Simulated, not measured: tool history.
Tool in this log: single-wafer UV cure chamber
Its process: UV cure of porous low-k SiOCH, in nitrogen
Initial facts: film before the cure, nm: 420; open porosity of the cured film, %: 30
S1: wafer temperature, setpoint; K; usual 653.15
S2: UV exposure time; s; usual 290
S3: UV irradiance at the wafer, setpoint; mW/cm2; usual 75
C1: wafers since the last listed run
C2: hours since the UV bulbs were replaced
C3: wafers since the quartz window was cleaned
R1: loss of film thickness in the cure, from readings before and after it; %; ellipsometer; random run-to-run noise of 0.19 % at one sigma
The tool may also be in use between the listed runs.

| run | hour | S1 | S2 | S3 | C1 | C2 | C3 | R1 |
|---|---|---|---|---|---|---|---|---|
| 1 | 0 | 653.15 | 290 | 90 | 0 | 1106.5 | 2109 | 14.57 |
| 2 | 58 | 653.15 | 290 | 75 | 261 | 1164.5 | 2371 | 13.512 |
| 3 | 109.4 | 666.15 | 220 | 75 | 231 | 1215.9 | 2603 | 12.631 |
| 4 | 166.9 | 666.15 | 220 | 75 | 259 | 1273.4 | 2862 | 12.546 |
|  | 237.5 | quartz window cleaned |
| 5 | 238.1 | 653.15 | 290 | 75 | 285 | 1344.6 | 2 | 13.788 |
| 6 | 269.1 | 653.15 | 290 | 75 | 139 | 1375.6 | 142 | 13.648 |
| 7 | 333 | 653.15 | 290 | 75 | 288 | 1439.5 | 430 | 13.667 |
| 8 | 389.7 | 653.15 | 290 | 56 | 255 | 1496.2 | 686 | 12.082 |
| 9 | 419.4 | 653.15 | 290 | 56 | 133 | 1525.9 | 820 | 12.068 |
| 10 | 475.9 | 653.15 | 290 | 75 | 254 | 1582.4 | 1075 | 14.056 |
| 11 | 547.6 | 653.15 | 290 | 75 | 323 | 1654.1 | 1399 | 13.615 |
| 12 | 604.8 | 653.15 | 290 | 75 | 258 | 1711.3 | 1657 | 13.718 |
| 13 | 637.5 | 653.15 | 290 | 75 | 147 | 1744 | 1804 | 13.49 |
| 14 | 678.5 | 653.15 | 290 | 75 | 184 | 1785 | 1989 | 13.405 |
| 15 | 718.2 | 666.15 | 145 | 65 | 179 | 1824.7 | 2168 | 9.579 |
| 16 | 787.9 | 637.15 | 405 | 109 | 314 | 1894.4 | 2483 | 17.078 |
| 17 | 853 | 653.15 | 290 | 89 | 293 | 1959.5 | 2776 | 14.761 |
|  | 883.2 | UV bulbs replaced |
| 18 | 883.7 | 644.15 | 185 | 51 | 102 | 0.5 | 2879 | 9.265 |
| 19 | 932.6 | 653.15 | 290 | 75 | 220 | 49.4 | 3099 | 13.945 |
|  | 1101.5 | quartz window cleaned |
| 20 | 1123.5 | 653.15 | 290 | 75 | 825 | 240.3 | 99 | 13.476 |
| 21 | 1165.6 | 653.15 | 125 | 75 | 189 | 282.4 | 289 | 9.365 |
| 22 | 1194.2 | 653.15 | 290 | 75 | 129 | 311 | 418 | 13.446 |
| 23 | 1220.1 | 661.15 | 195 | 109 | 116 | 336.9 | 535 | 13.769 |
| 24 | 1256.3 | 670.15 | 450 | 75 | 163 | 373.1 | 698 | 16.7 |
| 25 | 1318.8 | 669.15 | 290 | 40 | 281 | 435.6 | 980 | 10.677 |
| 26 | 1383.6 | 643.15 | 290 | 75 | 292 | 500.4 | 1272 | 13.653 |
| 27 | 1433.5 | 653.15 | 290 | 75 | 225 | 550.3 | 1497 | 13.738 |

Predict each of these 4 candidate next runs independently; none follows another, all start after run 27:
| A | 1434 | 653.15 | 290 | 53 | 2 | 550.8 | 1500 | ? |
| B | 1434 | 647.15 | 435 | 65 | 2 | 550.8 | 1500 | ? |
| C | 1434 | 653.15 | 340 | 50 | 2 | 550.8 | 1500 | ? |
| D | 1434 | 643.15 | 155 | 97 | 2 | 550.8 | 1500 | ? |

| run | R1 |
|---|---|
| A | 12.008 |
| B | 15.185 |
| C | 12.545 |
| D | 11.672 |
With no hidden state in the tool, these same runs would have given:
| run | R1 |
|---|---|
| A | 12.008 |
| B | 15.185 |
| C | 12.545 |
| D | 11.672 |
